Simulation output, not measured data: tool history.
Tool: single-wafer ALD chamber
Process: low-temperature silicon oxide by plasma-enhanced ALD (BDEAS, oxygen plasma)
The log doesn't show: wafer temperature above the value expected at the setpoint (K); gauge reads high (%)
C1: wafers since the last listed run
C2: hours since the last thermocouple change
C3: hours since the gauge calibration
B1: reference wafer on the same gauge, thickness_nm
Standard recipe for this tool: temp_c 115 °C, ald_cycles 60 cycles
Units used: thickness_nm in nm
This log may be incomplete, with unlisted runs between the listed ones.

{"run": 1, "hour": 0.0, "temp_c": 115, "ald_cycles": 60, "C1": 0, "C2": 1730.1, "C3": 138.8, "B1": 9.834, "thickness_nm": 8.884}
{"run": 2, "hour": 11.2, "temp_c": 115, "ald_cycles": 60, "C1": 80, "C2": 1741.3, "C3": 150, "B1": 9.835, "thickness_nm": 8.915}
{"run": 3, "hour": 21.6, "temp_c": 103, "ald_cycles": 60, "C1": 74, "C2": 1751.7, "C3": 160.4, "B1": 9.844, "thickness_nm": 9.093}
{"run": 4, "hour": 38.6, "temp_c": 115, "ald_cycles": 60, "C1": 121, "C2": 1768.7, "C3": 177.4, "B1": 9.854, "thickness_nm": 8.863}
{"run": 5, "hour": 53.2, "temp_c": 115, "ald_cycles": 60, "C1": 104, "C2": 1783.3, "C3": 192, "B1": 9.857, "thickness_nm": 8.891}
{"run": 6, "hour": 67.8, "temp_c": 115, "ald_cycles": 60, "C1": 104, "C2": 1797.9, "C3": 206.6, "B1": 9.858, "thickness_nm": 8.878}
{"run": 7, "hour": 83.1, "temp_c": 115, "ald_cycles": 60, "C1": 109, "C2": 1813.2, "C3": 221.9, "B1": 9.866, "thickness_nm": 8.919}
{"run": 8, "hour": 97.7, "temp_c": 115, "ald_cycles": 60, "C1": 104, "C2": 1827.8, "C3": 236.5, "B1": 9.867, "thickness_nm": 8.944}
{"run": 9, "hour": 109.3, "temp_c": 115, "ald_cycles": 60, "C1": 82, "C2": 1839.4, "C3": 248.1, "B1": 9.872, "thickness_nm": 8.91}
{"run": 10, "hour": 124.4, "temp_c": 115, "ald_cycles": 60, "C1": 107, "C2": 1854.5, "C3": 263.2, "B1": 9.88, "thickness_nm": 8.871}
{"run": 11, "hour": 140.8, "temp_c": 107, "ald_cycles": 60, "C1": 117, "C2": 1870.9, "C3": 279.6, "B1": 9.888, "thickness_nm": 9.084}
{"run": 12, "hour": 150.0, "temp_c": 115, "ald_cycles": 60, "C1": 65, "C2": 1880.1, "C3": 288.8, "B1": 9.895, "thickness_nm": 8.923}
{"run": 13, "hour": 201.9, "temp_c": 115, "ald_cycles": 60, "C1": 370, "C2": 1932, "C3": 340.7, "B1": 9.916, "thickness_nm": 8.923}
{"run": 14, "hour": 214.7, "temp_c": 115, "ald_cycles": 60, "C1": 91, "C2": 1944.8, "C3": 353.5, "B1": 9.928, "thickness_nm": 8.898}
{"run": 15, "hour": 231.3, "temp_c": 115, "ald_cycles": 60, "C1": 118, "C2": 1961.4, "C3": 370.1, "B1": 9.938, "thickness_nm": 9.007}
{"run": 16, "hour": 242.2, "temp_c": 115, "ald_cycles": 60, "C1": 77, "C2": 1972.3, "C3": 381, "B1": 9.948, "thickness_nm": 8.999}
{"run": 17, "hour": 253.9, "temp_c": 115, "ald_cycles": 68, "C1": 83, "C2": 1984, "C3": 392.7, "B1": 9.953, "thickness_nm": 10.182}
{"run": 18, "hour": 270.3, "temp_c": 115, "ald_cycles": 60, "C1": 117, "C2": 2000.4, "C3": 409.1, "B1": 9.968, "thickness_nm": 9.006}
{"run": 19, "hour": 285.7, "temp_c": 123, "ald_cycles": 49, "C1": 110, "C2": 2015.8, "C3": 424.5, "B1": 9.978, "thickness_nm": 7.23}
{"hour": 337.1, "done": "thermocouple changed; heater temperature recalibrated"}
{"hour": 337.6, "done": "gauge calibrated"}
{"run": 20, "hour": 337.6, "temp_c": 129, "ald_cycles": 52, "C1": 313, "C2": 0.5, "C3": 0, "B1": 9.83, "thickness_nm": 7.491}
{"run": 21, "hour": 341.3, "temp_c": 105, "ald_cycles": 70, "C1": 26, "C2": 4.2, "C3": 3.7, "B1": 9.824, "thickness_nm": 10.601}
{"run": 22, "hour": 347.6, "temp_c": 102, "ald_cycles": 60, "C1": 45, "C2": 10.5, "C3": 10, "B1": 9.825, "thickness_nm": 9.071}
{"run": 23, "hour": 356.5, "temp_c": 110, "ald_cycles": 69, "C1": 63, "C2": 19.4, "C3": 18.9, "B1": 9.834, "thickness_nm": 10.273}
{"run": 24, "hour": 371.2, "temp_c": 115, "ald_cycles": 60, "C1": 105, "C2": 34.1, "C3": 33.6, "B1": 9.831, "thickness_nm": 8.885}
{"run": 25, "hour": 382.7, "temp_c": 102, "ald_cycles": 52, "C1": 82, "C2": 45.6, "C3": 45.1, "B1": 9.834, "thickness_nm": 7.899}
{"run": 26, "hour": 398.3, "temp_c": 101, "ald_cycles": 60, "C1": 111, "C2": 61.2, "C3": 60.7, "B1": 9.829, "thickness_nm": 9.127}
{"run": 27, "hour": 414.3, "temp_c": 115, "ald_cycles": 60, "C1": 114, "C2": 77.2, "C3": 76.7, "B1": 9.837, "thickness_nm": 8.862}
{"run": 28, "hour": 430.3, "temp_c": 102, "ald_cycles": 50, "C1": 114, "C2": 93.2, "C3": 92.7, "B1": 9.828, "thickness_nm": 7.567}
{"run": 29, "hour": 436.7, "temp_c": 115, "ald_cycles": 60, "C1": 45, "C2": 99.6, "C3": 99.1, "B1": 9.843, "thickness_nm": 8.918}
{"run": 30, "hour": 444.4, "temp_c": 121, "ald_cycles": 52, "C1": 55, "C2": 107.3, "C3": 106.8, "B1": 9.834, "thickness_nm": 7.612}
{"run": 31, "hour": 460.4, "temp_c": 109, "ald_cycles": 60, "C1": 114, "C2": 123.3, "C3": 122.8, "B1": 9.839, "thickness_nm": 8.985}
{"run": 32, "hour": 483.1, "temp_c": 115, "ald_cycles": 60, "C1": 162, "C2": 146, "C3": 145.5, "B1": 9.846, "thickness_nm": 8.889}
{"run": 33, "hour": 489.6, "temp_c": 108, "ald_cycles": 60, "C1": 46, "C2": 152.5, "C3": 152, "B1": 9.848, "thickness_nm": 8.979}
{"run": 34, "hour": 499.9, "temp_c": 124, "ald_cycles": 68, "C1": 73, "C2": 162.8, "C3": 162.3, "B1": 9.854, "thickness_nm": 9.873}

Below are 4 alternative next runs, each starting from the tool's condition after run 34. Predict each:
{"run": "A", "hour": 500.4, "temp_c": 115, "ald_cycles": 65, "C1": 3, "C2": 163.3, "C3": 162.8, "B1": "?", "thickness_nm": "?"}
{"run": "B", "hour": 500.4, "temp_c": 115, "ald_cycles": 69, "C1": 3, "C2": 163.3, "C3": 162.8, "B1": "?", "thickness_nm": "?"}
{"run": "C", "hour": 500.4, "temp_c": 128, "ald_cycles": 60, "C1": 3, "C2": 163.3, "C3": 162.8, "B1": "?", "thickness_nm": "?"}
{"run": "D", "hour": 500.4, "temp_c": 104, "ald_cycles": 67, "C1": 3, "C2": 163.3, "C3": 162.8, "B1": "?", "thickness_nm": "?"}

run=A B1=9.851 thickness_nm=9.621
run=B B1=9.851 thickness_nm=10.214
run=C B1=9.851 thickness_nm=8.663
run=D B1=9.851 thickness_nm=10.124
Had the tool no hidden state, the same runs would have come out as:
run=A thickness_nm=9.6
run=B thickness_nm=10.191
run=C thickness_nm=8.644
run=D thickness_nm=10.101
